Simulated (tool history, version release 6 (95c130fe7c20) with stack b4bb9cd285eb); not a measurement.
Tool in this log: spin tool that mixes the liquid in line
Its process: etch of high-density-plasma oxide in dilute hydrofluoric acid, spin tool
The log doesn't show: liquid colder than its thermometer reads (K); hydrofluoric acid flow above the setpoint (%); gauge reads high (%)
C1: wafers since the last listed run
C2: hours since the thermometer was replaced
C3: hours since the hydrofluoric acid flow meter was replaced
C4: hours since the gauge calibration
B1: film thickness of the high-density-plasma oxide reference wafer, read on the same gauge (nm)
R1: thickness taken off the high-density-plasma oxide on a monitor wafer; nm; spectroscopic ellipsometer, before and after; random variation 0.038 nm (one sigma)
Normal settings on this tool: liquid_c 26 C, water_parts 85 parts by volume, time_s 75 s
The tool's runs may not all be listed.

run 1 hour=0 | liquid_c=26 water_parts=110 time_s=75 | C1=0 C2=536.7 C3=680.1 C4=550.2 | B1=140 | R1=4.13
run 2 hour=27.2 | liquid_c=26 water_parts=110 time_s=75 | C1=330 C2=563.9 C3=707.3 C4=577.4 | B1=139.99 | R1=4.17
run 3 hour=56.7 | liquid_c=26 water_parts=110 time_s=75 | C1=358 C2=593.4 C3=736.8 C4=606.9 | B1=140.01 | R1=4.13
-- hour=58.8 gauge calibrated
run 4 hour=81.8 | liquid_c=26 water_parts=70 time_s=75 | C1=304 C2=618.5 C3=761.9 C4=23 | B1=139.99 | R1=6.88
run 5 hour=100.4 | liquid_c=26 water_parts=70 time_s=75 | C1=225 C2=637.1 C3=780.5 C4=41.6 | B1=139.98 | R1=6.84
run 6 hour=135.9 | liquid_c=26 water_parts=70 time_s=75 | C1=431 C2=672.6 C3=816 C4=77.1 | B1=140.01 | R1=6.93
run 7 hour=152.6 | liquid_c=26 water_parts=85 time_s=100 | C1=202 C2=689.3 C3=832.7 C4=93.8 | B1=140 | R1=7.53
run 8 hour=187.1 | liquid_c=26 water_parts=85 time_s=100 | C1=418 C2=723.8 C3=867.2 C4=128.3 | B1=140.02 | R1=7.47
run 9 hour=275.4 | liquid_c=26 water_parts=85 time_s=75 | C1=1072 C2=812.1 C3=955.5 C4=216.6 | B1=140.01 | R1=5.63
run 10 hour=301.6 | liquid_c=26 water_parts=85 time_s=75 | C1=318 C2=838.3 C3=981.7 C4=242.8 | B1=139.99 | R1=5.69
run 11 hour=316.4 | liquid_c=26 water_parts=65 time_s=60 | C1=179 C2=853.1 C3=996.5 C4=257.6 | B1=140 | R1=6.01
run 12 hour=345 | liquid_c=26 water_parts=65 time_s=60 | C1=347 C2=881.7 C3=1025.1 C4=286.2 | B1=139.99 | R1=6.07
run 13 hour=367.1 | liquid_c=27.5 water_parts=75 time_s=75 | C1=268 C2=903.8 C3=1047.2 C4=308.3 | B1=139.99 | R1=6.85
-- hour=383.3 thermometer replaced
run 14 hour=384.9 | liquid_c=27.5 water_parts=75 time_s=75 | C1=204 C2=1.6 C3=1065 C4=326.1 | B1=139.97 | R1=6.98
-- hour=429.1 hydrofluoric acid flow meter replaced
run 15 hour=460.5 | liquid_c=26 water_parts=85 time_s=75 | C1=905 C2=77.2 C3=31.4 C4=401.7 | B1=140.02 | R1=6.12
run 16 hour=474 | liquid_c=23 water_parts=85 time_s=75 | C1=163 C2=90.7 C3=44.9 C4=415.2 | B1=140.01 | R1=5.29
run 17 hour=488.5 | liquid_c=24 water_parts=85 time_s=75 | C1=176 C2=105.2 C3=59.4 C4=429.7 | B1=139.99 | R1=5.63
run 18 hour=524.3 | liquid_c=26 water_parts=85 time_s=105 | C1=434 C2=141 C3=95.2 C4=465.5 | B1=140.02 | R1=8.46
run 19 hour=556.9 | liquid_c=30 water_parts=125 time_s=75 | C1=395 C2=173.6 C3=127.8 C4=498.1 | B1=139.98 | R1=4.6
run 20 hour=571.5 | liquid_c=30.5 water_parts=120 time_s=60 | C1=177 C2=188.2 C3=142.4 C4=512.7 | B1=140.03 | R1=3.97
-- hour=588.1 hydrofluoric acid flow meter replaced, repeated, since the last time left the tool worse
-- hour=615.7 gauge calibrated
run 21 hour=618.6 | liquid_c=30 water_parts=100 time_s=50 | C1=559 C2=235.3 C3=30.5 C4=2.9 | B1=140.02 | R1=3.4
run 22 hour=653.3 | liquid_c=26 water_parts=85 time_s=100 | C1=421 C2=270 C3=65.2 C4=37.6 | B1=139.99 | R1=6.98
run 23 hour=668.8 | liquid_c=26 water_parts=125 time_s=75 | C1=188 C2=285.5 C3=80.7 C4=53.1 | B1=139.99 | R1=3.35
run 24 hour=702.2 | liquid_c=22.5 water_parts=85 time_s=110 | C1=405 C2=318.9 C3=114.1 C4=86.5 | B1=140.01 | R1=6.71
run 25 hour=724.7 | liquid_c=24.5 water_parts=105 time_s=50 | C1=273 C2=341.4 C3=136.6 C4=109 | B1=140.02 | R1=2.61
run 26 hour=737 | liquid_c=29 water_parts=75 time_s=75 | C1=149 C2=353.7 C3=148.9 C4=121.3 | B1=140.01 | R1=6.82
run 27 hour=768.5 | liquid_c=26 water_parts=110 time_s=110 | C1=382 C2=385.2 C3=180.4 C4=152.8 | B1=140 | R1=5.85
run 28 hour=783.8 | liquid_c=26 water_parts=85 time_s=75 | C1=185 C2=400.5 C3=195.7 C4=168.1 | B1=140.01 | R1=5.34
run 29 hour=805.5 | liquid_c=26 water_parts=50 time_s=60 | C1=263 C2=422.2 C3=217.4 C4=189.8 | B1=140 | R1=7.69

Alternative continuations, all from the tool just after run 29; predict every row:
run A hour=805.9 | liquid_c=26 water_parts=85 time_s=95 | C1=4 C2=422.6 C3=217.8 C4=190.2 | B1=? | R1=?
run B hour=805.9 | liquid_c=24.5 water_parts=85 time_s=45 | C1=4 C2=422.6 C3=217.8 C4=190.2 | B1=? | R1=?
run C hour=805.9 | liquid_c=29.5 water_parts=85 time_s=50 | C1=4 C2=422.6 C3=217.8 C4=190.2 | B1=? | R1=?

run=A B1=139.97 R1=6.7
run=B B1=139.97 R1=2.99
run=C B1=139.97 R1=4.04
What these runs would have given with no unlogged condition in the tool:
run=A R1=6.57
run=B R1=2.93
run=C R1=3.96
